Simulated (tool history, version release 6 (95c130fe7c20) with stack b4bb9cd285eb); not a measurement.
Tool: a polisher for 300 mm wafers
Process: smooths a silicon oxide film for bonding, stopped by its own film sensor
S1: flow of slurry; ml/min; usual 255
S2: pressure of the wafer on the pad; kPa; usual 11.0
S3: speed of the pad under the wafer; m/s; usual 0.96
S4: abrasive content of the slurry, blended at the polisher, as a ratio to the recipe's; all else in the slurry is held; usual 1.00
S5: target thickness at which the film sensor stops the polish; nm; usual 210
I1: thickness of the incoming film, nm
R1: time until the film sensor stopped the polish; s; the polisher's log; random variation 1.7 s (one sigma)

run 1 hour=0.0 | S1=255 S2=11.0 S3=0.96 S4=1.00 S5=210 | I1=265.0 | R1=111.2
run 2 hour=63.7 | S1=255 S2=11.0 S3=0.96 S4=1.00 S5=210 | I1=268.0 | R1=120.9
run 3 hour=96.4 | S1=255 S2=11.0 S3=0.96 S4=1.00 S5=210 | I1=273.9 | R1=129.1
run 4 hour=160.0 | S1=255 S2=11.0 S3=0.96 S4=1.00 S5=210 | I1=266.4 | R1=117.5
-- hour=179.5 slurry blender recalibrated
run 5 hour=184.6 | S1=255 S2=11.0 S3=0.82 S4=1.00 S5=210 | I1=268.7 | R1=139.4
run 6 hour=249.7 | S1=255 S2=11.0 S3=0.82 S4=1.00 S5=210 | I1=265.3 | R1=132.2
-- hour=307.5 head pressure recalibrated
run 7 hour=314.8 | S1=255 S2=11.0 S3=0.82 S4=1.00 S5=210 | I1=268.9 | R1=138.9
-- hour=368.6 worn pad replaced by a new one
run 8 hour=384.2 | S1=255 S2=11.0 S3=0.96 S4=0.75 S5=210 | I1=266.6 | R1=142.6
-- hour=435.3 slurry nozzle cleaned, repeated, since the last time left the tool worse
run 9 hour=438.1 | S1=255 S2=11.0 S3=0.96 S4=1.00 S5=210 | I1=268.6 | R1=114.7
run 10 hour=477.2 | S1=255 S2=11.0 S3=0.96 S4=0.80 S5=210 | I1=268.5 | R1=134.7
run 11 hour=532.6 | S1=170 S2=14.5 S3=0.96 S4=0.85 S5=203 | I1=267.6 | R1=116.2
run 12 hour=600.7 | S1=255 S2=11.0 S3=0.96 S4=0.80 S5=190 | I1=273.6 | R1=183.1
run 13 hour=670.2 | S1=255 S2=11.0 S3=1.26 S4=0.80 S5=210 | I1=270.0 | R1=108.5
-- hour=677.7 slurry blender recalibrated
run 14 hour=721.6 | S1=255 S2=13.1 S3=0.96 S4=0.90 S5=210 | I1=266.3 | R1=99.1
run 15 hour=791.5 | S1=255 S2=11.0 S3=0.96 S4=0.85 S5=210 | I1=268.3 | R1=126.6
run 16 hour=851.7 | S1=215 S2=11.0 S3=0.96 S4=1.00 S5=220 | I1=271.6 | R1=103.1
run 17 hour=908.7 | S1=255 S2=11.0 S3=0.96 S4=1.00 S5=210 | I1=267.2 | R1=113.7
-- hour=971.6 worn pad replaced by a new one
run 18 hour=972.1 | S1=255 S2=13.8 S3=1.12 S4=1.00 S5=210 | I1=272.8 | R1=90.6
-- hour=990.8 slurry nozzle cleaned
run 19 hour=1003.8 | S1=255 S2=11.0 S3=0.96 S4=1.00 S5=191 | I1=267.4 | R1=149.6
run 20 hour=1062.2 | S1=255 S2=11.0 S3=0.80 S4=1.10 S5=228 | I1=264.9 | R1=77.7
-- hour=1079.5 head pressure recalibrated
run 21 hour=1089.7 | S1=255 S2=11.0 S3=0.96 S4=1.00 S5=210 | I1=271.4 | R1=121.0
run 22 hour=1159.8 | S1=255 S2=11.0 S3=0.96 S4=1.00 S5=210 | I1=269.5 | R1=117.1
run 23 hour=1205.9 | S1=255 S2=11.0 S3=0.96 S4=1.00 S5=210 | I1=265.0 | R1=108.9
run 24 hour=1274.3 | S1=255 S2=15.2 S3=0.96 S4=0.85 S5=216 | I1=273.6 | R1=92.9
-- hour=1277.0 slurry blender recalibrated
run 25 hour=1339.7 | S1=255 S2=13.1 S3=0.72 S4=1.00 S5=218 | I1=269.1 | R1=106.8
run 26 hour=1411.7 | S1=170 S2=11.0 S3=1.26 S4=1.00 S5=199 | I1=270.1 | R1=117.5
-- hour=1418.1 worn pad replaced by a new one
run 27 hour=1452.9 | S1=210 S2=11.0 S3=0.96 S4=1.00 S5=230 | I1=268.6 | R1=77.6
run 28 hour=1501.6 | S1=255 S2=11.0 S3=0.96 S4=0.80 S5=190 | I1=273.8 | R1=188.4
run 29 hour=1539.5 | S1=255 S2=11.0 S3=0.96 S4=1.00 S5=210 | I1=270.1 | R1=118.3
run 30 hour=1579.8 | S1=320 S2=11.0 S3=0.74 S4=0.80 S5=196 | I1=266.6 | R1=191.9
run 31 hour=1609.6 | S1=320 S2=11.0 S3=0.96 S4=1.10 S5=210 | I1=269.9 | R1=108.9

3 ways to go on from here, each from the tool as it stands after run 31. What would each give?
run A hour=1610.1 | S1=255 S2=11.0 S3=0.96 S4=1.00 S5=210 | I1=271.0 | R1=?
run B hour=1610.1 | S1=255 S2=11.0 S3=0.96 S4=1.00 S5=193 | I1=271.0 | R1=?
run C hour=1610.1 | S1=220 S2=9.7 S3=0.96 S4=0.70 S5=191 | I1=271.0 | R1=?

run=A R1=120.1
run=B R1=153.6
run=C R1=228.0
Without the tool's hidden state the same runs would have given:
run=A R1=117.8
run=B R1=150.7
run=C R1=223.1
